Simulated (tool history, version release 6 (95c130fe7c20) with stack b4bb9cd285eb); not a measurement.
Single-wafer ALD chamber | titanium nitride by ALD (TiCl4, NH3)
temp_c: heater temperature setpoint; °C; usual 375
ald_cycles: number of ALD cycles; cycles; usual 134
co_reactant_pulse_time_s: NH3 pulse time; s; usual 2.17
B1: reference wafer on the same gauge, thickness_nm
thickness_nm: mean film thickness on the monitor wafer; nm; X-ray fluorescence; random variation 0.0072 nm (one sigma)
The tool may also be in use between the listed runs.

{"run": 1, "hour": 0.0, "temp_c": 375, "ald_cycles": 134, "co_reactant_pulse_time_s": 2.17, "B1": 3.139, "thickness_nm": 2.943}
{"run": 2, "hour": 54.0, "temp_c": 375, "ald_cycles": 134, "co_reactant_pulse_time_s": 2.17, "B1": 3.141, "thickness_nm": 2.951}
{"run": 3, "hour": 118.0, "temp_c": 375, "ald_cycles": 134, "co_reactant_pulse_time_s": 2.17, "B1": 3.145, "thickness_nm": 2.954}
{"run": 4, "hour": 182.1, "temp_c": 375, "ald_cycles": 134, "co_reactant_pulse_time_s": 2.17, "B1": 3.145, "thickness_nm": 2.962}
{"run": 5, "hour": 221.5, "temp_c": 375, "ald_cycles": 134, "co_reactant_pulse_time_s": 2.17, "B1": 3.144, "thickness_nm": 2.965}
{"run": 6, "hour": 286.1, "temp_c": 375, "ald_cycles": 134, "co_reactant_pulse_time_s": 2.17, "B1": 3.144, "thickness_nm": 2.96}
{"run": 7, "hour": 357.6, "temp_c": 375, "ald_cycles": 134, "co_reactant_pulse_time_s": 2.17, "B1": 3.147, "thickness_nm": 2.964}
{"run": 8, "hour": 424.4, "temp_c": 375, "ald_cycles": 134, "co_reactant_pulse_time_s": 2.17, "B1": 3.147, "thickness_nm": 2.966}
{"run": 9, "hour": 495.7, "temp_c": 375, "ald_cycles": 117, "co_reactant_pulse_time_s": 2.17, "B1": 3.149, "thickness_nm": 2.589}
{"run": 10, "hour": 543.1, "temp_c": 365, "ald_cycles": 134, "co_reactant_pulse_time_s": 2.17, "B1": 3.149, "thickness_nm": 2.901}
{"run": 11, "hour": 609.6, "temp_c": 375, "ald_cycles": 134, "co_reactant_pulse_time_s": 2.17, "B1": 3.148, "thickness_nm": 2.967}
{"run": 12, "hour": 636.1, "temp_c": 375, "ald_cycles": 134, "co_reactant_pulse_time_s": 2.17, "B1": 3.152, "thickness_nm": 2.963}
{"run": 13, "hour": 684.8, "temp_c": 375, "ald_cycles": 134, "co_reactant_pulse_time_s": 2.17, "B1": 3.152, "thickness_nm": 2.965}
{"hour": 741.4, "done": "thermocouple changed; heater temperature recalibrated"}
{"run": 14, "hour": 880.0, "temp_c": 375, "ald_cycles": 134, "co_reactant_pulse_time_s": 2.17, "B1": 3.153, "thickness_nm": 2.98}
{"run": 15, "hour": 921.8, "temp_c": 375, "ald_cycles": 134, "co_reactant_pulse_time_s": 2.17, "B1": 3.154, "thickness_nm": 2.975}
{"run": 16, "hour": 970.8, "temp_c": 375, "ald_cycles": 134, "co_reactant_pulse_time_s": 2.17, "B1": 3.154, "thickness_nm": 2.969}
{"run": 17, "hour": 1005.3, "temp_c": 382, "ald_cycles": 134, "co_reactant_pulse_time_s": 1.49, "B1": 3.154, "thickness_nm": 2.954}
{"run": 18, "hour": 1160.4, "temp_c": 375, "ald_cycles": 134, "co_reactant_pulse_time_s": 2.17, "B1": 3.158, "thickness_nm": 2.977}
{"run": 19, "hour": 1200.8, "temp_c": 361, "ald_cycles": 113, "co_reactant_pulse_time_s": 2.17, "B1": 3.156, "thickness_nm": 2.436}
{"run": 20, "hour": 1365.8, "temp_c": 375, "ald_cycles": 134, "co_reactant_pulse_time_s": 2.17, "B1": 3.157, "thickness_nm": 2.972}
{"run": 21, "hour": 1415.4, "temp_c": 375, "ald_cycles": 149, "co_reactant_pulse_time_s": 2.97, "B1": 3.158, "thickness_nm": 3.349}
{"run": 22, "hour": 1471.1, "temp_c": 387, "ald_cycles": 151, "co_reactant_pulse_time_s": 2.4, "B1": 3.156, "thickness_nm": 3.397}
{"run": 23, "hour": 1534.0, "temp_c": 375, "ald_cycles": 119, "co_reactant_pulse_time_s": 2.17, "B1": 3.159, "thickness_nm": 2.644}
{"run": 24, "hour": 1597.5, "temp_c": 361, "ald_cycles": 157, "co_reactant_pulse_time_s": 2.17, "B1": 3.159, "thickness_nm": 3.376}
{"hour": 1659.5, "done": "gauge calibrated"}
{"run": 25, "hour": 1665.1, "temp_c": 375, "ald_cycles": 119, "co_reactant_pulse_time_s": 2.7, "B1": 3.079, "thickness_nm": 2.596}
{"run": 26, "hour": 1712.6, "temp_c": 375, "ald_cycles": 116, "co_reactant_pulse_time_s": 2.73, "B1": 3.081, "thickness_nm": 2.531}
{"hour": 1742.0, "done": "showerhead replaced"}
{"run": 27, "hour": 1754.1, "temp_c": 371, "ald_cycles": 134, "co_reactant_pulse_time_s": 1.56, "B1": 3.085, "thickness_nm": 2.829}
{"hour": 1785.0, "done": "thermocouple changed; heater temperature recalibrated"}
{"run": 28, "hour": 1818.7, "temp_c": 382, "ald_cycles": 123, "co_reactant_pulse_time_s": 2.76, "B1": 3.091, "thickness_nm": 2.711}
{"run": 29, "hour": 1879.3, "temp_c": 380, "ald_cycles": 134, "co_reactant_pulse_time_s": 2.87, "B1": 3.095, "thickness_nm": 2.953}

Forecast run 30:
{"run": 30, "hour": 1909.8, "temp_c": 381, "ald_cycles": 152, "co_reactant_pulse_time_s": 1.56, "B1": "?", "thickness_nm": "?"}

Run 30 gave B1 3.097, thickness_nm 3.272 nm.
Without the tool's hidden state the same run would have given thickness_nm 3.255 nm.
